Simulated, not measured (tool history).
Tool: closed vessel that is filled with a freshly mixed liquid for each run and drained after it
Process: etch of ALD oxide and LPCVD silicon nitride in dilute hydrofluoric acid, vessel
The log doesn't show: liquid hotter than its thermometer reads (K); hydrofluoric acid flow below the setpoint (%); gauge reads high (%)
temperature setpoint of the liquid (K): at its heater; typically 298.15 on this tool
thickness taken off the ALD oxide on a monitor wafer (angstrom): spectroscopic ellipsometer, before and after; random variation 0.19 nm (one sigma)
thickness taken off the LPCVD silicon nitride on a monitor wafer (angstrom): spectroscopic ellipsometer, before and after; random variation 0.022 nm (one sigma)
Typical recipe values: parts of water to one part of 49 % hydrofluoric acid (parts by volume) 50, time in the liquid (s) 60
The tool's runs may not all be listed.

run	hour	temperature setpoint of the liquid (K)	parts of water to one part of 49 % hydrofluoric acid (parts by volume)	time in the liquid (s)	wafers since the last listed run	hours since the thermometer was replaced	hours since the hydrofluoric acid flow meter was replaced	hours since the gauge calibration	read-back film thickness of the ALD oxide reference wafer, read on the same gauge (nm)	read-back film thickness of the LPCVD silicon nitride reference wafer, read on the same gauge (nm)	thickness taken off the ALD oxide on a monitor wafer (angstrom)	thickness taken off the LPCVD silicon nitride on a monitor wafer (angstrom)
1	0	298.15	50	60	0	914.2	34.4	1898.5	29.99	30.011	207.5	6.35
2	52.5	298.15	50	60	4428	966.7	86.9	1951	30	30.007	209.3	6.01
3	112.5	298.15	50	60	5061	1026.7	146.9	2011	30.07	30.001	211.9	6.13
4	189	298.15	50	60	6452	1103.2	223.4	2087.5	29.99	29.998	210.2	6.24
5	239.2	298.15	50	75	4234	1153.4	273.6	2137.7	30	30.023	258.4	7.89
6	287	298.15	50	80	4032	1201.2	321.4	2185.5	29.99	29.974	276.8	9
7	323.4	298.15	50	60	3070	1237.6	357.8	2221.9	30.01	29.989	208.1	6.5
8	412.5	299.65	40	60	7515	1326.7	446.9	2311	29.97	30	287.1	8.72
9	464.9	298.15	60	60	4420	1379.1	499.3	2363.4	30	30.002	172.1	5.58
10	556.6	294.65	40	40	7735	1470.8	591	2455.1	30	30.011	151.7	4.38
11	619.1	300.15	50	60	5271	1533.3	653.5	2517.6	30.03	30.004	226.9	7.4
12	724.8	296.15	50	60	8915	1639	759.2	2623.3	30.03	30.01	194.2	5.63
# hour 878.1: gauge calibrated
13	889.5	298.15	50	60	13892	1803.7	923.9	11.4	30.02	29.989	209.1	6.18
14	943.4	302.15	50	60	4546	1857.6	977.8	65.3	30	29.994	243.6	8.09
15	988.8	293.15	50	40	3829	1903	1023.2	110.7	29.99	29.996	114.6	3.08
# hour 1019.2: thermometer replaced
16	1063.7	295.65	25	60	6233	44.5	1098.1	185.6	30.02	30.016	384.2	11.27
17	1116.6	300.65	40	60	4462	97.4	1151	238.5	30.01	30.021	295	8.93
18	1215.9	293.65	25	75	8376	196.7	1250.3	337.8	29.95	29.994	447.8	11.92
19	1270.6	295.15	35	60	4614	251.4	1305	392.5	30.03	30.007	268.1	7.02
20	1360.8	298.15	50	60	7608	341.6	1395.2	482.7	30.03	30	209.4	7
21	1460.8	294.65	40	40	8435	441.6	1495.2	582.7	29.99	30.029	152.9	4.22
22	1506.5	302.65	60	40	3854	487.3	1540.9	628.4	30.04	29.976	136.3	4.89
23	1555.8	301.15	60	45	4158	536.6	1590.2	677.7	30	30.017	144.2	5.12
24	1675.7	295.15	35	75	10113	656.5	1710.1	797.6	29.97	29.991	335.4	9.57
25	1752.8	301.15	30	70	6503	733.6	1787.2	874.7	30	30.002	475.3	14.75
# hour 1839.7: hydrofluoric acid flow meter replaced
26	1840.2	298.15	75	40	7288	821	0.5	962.1	29.99	29.985	88.6	2.9

Each row is a separate what-if for the run after 26, all from the same tool condition, not one after another. Results?
A	1840.9	298.15	65	60	59	821.7	1.2	962.8	?	?	?	?
B	1840.9	298.15	65	85	59	821.7	1.2	962.8	?	?	?	?
C	1840.9	298.15	35	60	59	821.7	1.2	962.8	?	?	?	?
D	1840.9	298.15	25	80	59	821.7	1.2	962.8	?	?	?	?

run	read-back film thickness of the ALD oxide reference wafer, read on the same gauge (nm)	read-back film thickness of the LPCVD silicon nitride reference wafer, read on the same gauge (nm)	thickness taken off the ALD oxide on a monitor wafer (angstrom)	thickness taken off the LPCVD silicon nitride on a monitor wafer (angstrom)
A	29.98	30.033	157.1	4.79
B	29.98	30.033	222.5	6.79
C	29.98	30.033	303.8	8.78
D	29.98	30.033	575	16.21
Stripped of hidden state, with their random variation kept, the same runs would have yielded:
run	thickness taken off the ALD oxide on a monitor wafer (angstrom)	thickness taken off the LPCVD silicon nitride on a monitor wafer (angstrom)
A	157.1	4.79
B	222.5	6.79
C	303.8	8.78
D	575	16.21
